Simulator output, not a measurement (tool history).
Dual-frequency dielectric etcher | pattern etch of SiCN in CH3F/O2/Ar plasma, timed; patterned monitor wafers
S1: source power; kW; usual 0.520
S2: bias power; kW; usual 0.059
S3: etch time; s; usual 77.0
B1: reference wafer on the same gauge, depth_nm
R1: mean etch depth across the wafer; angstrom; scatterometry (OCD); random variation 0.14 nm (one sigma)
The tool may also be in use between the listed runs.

Run 1, day 0.000: usual settings; B1 33.52. Result: R1 304.5 angstrom.
Run 2, day 2.417: usual settings; B1 33.48. Result: R1 304.1 angstrom.
Run 3, day 4.062: usual settings; B1 33.50. Result: R1 303.0 angstrom.
At day 7.150: wet clean of the chamber.
Run 4, day 7.171: usual settings but S3 86.0 s; B1 33.50. Result: R1 333.6 angstrom.
Run 5, day 8.529: usual settings but S3 86.0 s; B1 33.49. Result: R1 334.1 angstrom.
Run 6, day 11.408: usual settings but S3 86.0 s; B1 33.47. Result: R1 329.5 angstrom.
Run 7, day 12.842: usual settings but S3 66.0 s; B1 33.49. Result: R1 252.6 angstrom.
At day 19.179: bias power generator calibrated.
At day 20.246: gauge calibrated.
At day 20.542: wet clean of the chamber, repeated, since the last time left the tool worse.
Run 8, day 21.329: usual settings but S2 0.068 kW, S3 91.0 s; B1 33.52. Result: R1 390.9 angstrom.
Run 9, day 22.892: usual settings but S2 0.068 kW, S3 91.0 s; B1 33.49. Result: R1 389.3 angstrom.
Run 10, day 24.658: usual settings but S1 0.620 kW; B1 33.49. Result: R1 343.3 angstrom.
Run 11, day 26.004: usual settings but S1 0.620 kW; B1 33.49. Result: R1 342.1 angstrom.
Run 12, day 27.150: usual settings but S1 0.620 kW; B1 33.51. Result: R1 339.6 angstrom.
Run 13, day 29.204: usual settings; B1 33.53. Result: R1 304.6 angstrom.
Run 14, day 30.700: usual settings but S1 0.650 kW, S2 0.067 kW, S3 59.5 s; B1 33.51. Result: R1 281.7 angstrom.
Run 15, day 32.846: usual settings but S1 0.610 kW, S2 0.068 kW, S3 95.5 s; B1 33.48. Result: R1 442.8 angstrom.
Run 16, day 34.567: usual settings but S1 0.630 kW, S3 97.0 s; B1 33.52. Result: R1 428.4 angstrom.
Run 17, day 37.400: usual settings but S1 0.590 kW, S2 0.068 kW, S3 93.5 s; B1 33.48. Result: R1 421.2 angstrom.
At day 39.417: wet clean of the chamber.
Run 18, day 39.438: usual settings but S1 0.400 kW; B1 33.52. Result: R1 260.0 angstrom.
Run 19, day 40.575: usual settings; B1 33.48. Result: R1 309.9 angstrom.
Run 20, day 42.892: usual settings but S2 0.050 kW; B1 33.50. Result: R1 287.3 angstrom.
At day 45.238: upper electrode replaced.
Run 21, day 45.354: usual settings but S2 0.052 kW, S3 68.5 s; B1 33.48. Result: R1 258.4 angstrom.
At day 46.725: source power generator calibrated.
Run 22, day 47.371: usual settings; B1 33.51. Result: R1 305.1 angstrom.
Run 23, day 50.154: usual settings but S1 0.440 kW, S2 0.072 kW; B1 33.48. Result: R1 296.9 angstrom.
Run 24, day 52.204: usual settings; B1 33.49. Result: R1 304.7 angstrom.
At day 54.121: wet clean of the chamber.
Run 25, day 54.142: usual settings but S2 0.067 kW; B1 33.48. Result: R1 328.9 angstrom.
Run 26, day 55.162: usual settings but S1 0.440 kW, S2 0.072 kW; B1 33.50. Result: R1 302.8 angstrom.
Run 27, day 57.642: usual settings but S1 0.630 kW, S3 94.0 s; B1 33.48. Result: R1 419.0 angstrom.
Run 28, day 59.921: usual settings but S3 86.5 s; B1 33.49. Result: R1 345.6 angstrom.
Run 29, day 62.362: usual settings but S1 0.570 kW, S2 0.067 kW; B1 33.49. Result: R1 339.7 angstrom.
Run 30, day 63.867: usual settings but S2 0.069 kW, S3 61.0 s; B1 33.50. Result: R1 258.7 angstrom.

Forecast each of these 4 alternatives for the next run:
Run A, day 63.883: usual settings; B1 ?. Result: R1 ?.
Run B, day 63.883: usual settings but S1 0.440 kW, S2 0.071 kW, S3 65.5 s; B1 ?. Result: R1 ?.
Run C, day 63.883: usual settings but S1 0.430 kW, S2 0.047 kW, S3 85.0 s; B1 ?. Result: R1 ?.
Run D, day 63.883: usual settings but S1 0.450 kW, S2 0.064 kW, S3 68.5 s; B1 ?. Result: R1 ?.

run     B1     R1
  A  33.49  306.0
  B  33.49  252.6
  C  33.49  271.3
  D  33.49  256.7
Without the tool's hidden state the same runs would have given:
run     R1
  A  309.2
  B  255.3
  C  274.1
  D  259.4
